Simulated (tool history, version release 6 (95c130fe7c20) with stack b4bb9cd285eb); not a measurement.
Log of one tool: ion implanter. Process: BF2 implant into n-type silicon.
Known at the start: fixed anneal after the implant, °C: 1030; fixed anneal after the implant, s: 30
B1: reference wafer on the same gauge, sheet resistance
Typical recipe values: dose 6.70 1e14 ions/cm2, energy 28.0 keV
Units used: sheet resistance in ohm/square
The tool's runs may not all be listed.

{"run": 1, "hour": 0.0, "dose": 5.53, "energy": 28.0, "B1": 186.04, "sheet resistance": 211.2}
{"run": 2, "hour": 71.1, "dose": 6.7, "energy": 28.0, "B1": 185.99, "sheet resistance": 180.24}
{"run": 3, "hour": 120.1, "dose": 6.7, "energy": 28.0, "B1": 186.0, "sheet resistance": 179.95}
{"run": 4, "hour": 177.9, "dose": 6.7, "energy": 28.0, "B1": 186.11, "sheet resistance": 180.85}
{"run": 5, "hour": 213.4, "dose": 5.9, "energy": 33.0, "B1": 185.74, "sheet resistance": 194.8}
{"run": 6, "hour": 248.8, "dose": 6.7, "energy": 28.0, "B1": 186.02, "sheet resistance": 179.46}
{"run": 7, "hour": 280.2, "dose": 6.7, "energy": 28.0, "B1": 186.48, "sheet resistance": 180.29}
{"run": 8, "hour": 331.2, "dose": 6.7, "energy": 28.0, "B1": 186.16, "sheet resistance": 180.33}
{"run": 9, "hour": 390.0, "dose": 6.7, "energy": 28.0, "B1": 186.14, "sheet resistance": 180.62}
{"hour": 437.2, "done": "extraction supply calibrated"}
{"run": 10, "hour": 450.4, "dose": 6.7, "energy": 28.0, "B1": 185.9, "sheet resistance": 178.74}
{"run": 11, "hour": 477.0, "dose": 5.57, "energy": 32.5, "B1": 185.64, "sheet resistance": 205.65}
{"run": 12, "hour": 516.5, "dose": 6.7, "energy": 28.0, "B1": 186.11, "sheet resistance": 181.04}
{"run": 13, "hour": 540.9, "dose": 6.7, "energy": 23.0, "B1": 186.04, "sheet resistance": 184.96}
{"run": 14, "hour": 573.1, "dose": 5.57, "energy": 32.5, "B1": 185.97, "sheet resistance": 204.96}
{"run": 15, "hour": 641.3, "dose": 6.7, "energy": 28.0, "B1": 186.28, "sheet resistance": 178.05}
{"run": 16, "hour": 705.2, "dose": 7.64, "energy": 33.0, "B1": 185.98, "sheet resistance": 157.67}
{"run": 17, "hour": 766.0, "dose": 7.99, "energy": 28.0, "B1": 185.92, "sheet resistance": 156.27}
{"hour": 782.6, "done": "Faraday cup replaced and dose calibrated"}
{"hour": 795.8, "done": "gauge calibrated"}
{"run": 18, "hour": 818.6, "dose": 8.33, "energy": 28.0, "B1": 185.68, "sheet resistance": 156.97}
{"run": 19, "hour": 889.4, "dose": 8.41, "energy": 36.0, "B1": 186.25, "sheet resistance": 149.38}
{"run": 20, "hour": 924.6, "dose": 6.7, "energy": 31.0, "B1": 186.2, "sheet resistance": 181.41}
{"run": 21, "hour": 980.1, "dose": 4.81, "energy": 34.0, "B1": 186.19, "sheet resistance": 240.18}
{"run": 22, "hour": 1040.1, "dose": 8.1, "energy": 32.0, "B1": 185.48, "sheet resistance": 155.25}
{"run": 23, "hour": 1095.4, "dose": 6.7, "energy": 24.5, "B1": 185.84, "sheet resistance": 186.14}
{"run": 24, "hour": 1125.0, "dose": 6.7, "energy": 24.5, "B1": 186.05, "sheet resistance": 187.22}

Consider 3 possible next runs. They are alternatives, not a sequence: every one starts from the tool as it was left by run 24. What does each give?
{"run": "A", "hour": 1125.4, "dose": 6.7, "energy": 28.0, "B1": "?", "sheet resistance": "?"}
{"run": "B", "hour": 1125.4, "dose": 5.54, "energy": 31.0, "B1": "?", "sheet resistance": "?"}
{"run": "C", "hour": 1125.4, "dose": 7.58, "energy": 31.5, "B1": "?", "sheet resistance": "?"}

run=A B1=185.98 sheet_resistance=184.64
run=B B1=185.98 sheet_resistance=213.27
run=C B1=185.98 sheet_resistance=164.51
Take away the tool's hidden state, keep each run's random variation, and the runs would have read:
run=A sheet_resistance=188.35
run=B sheet_resistance=217.78
run=C sheet_resistance=167.77
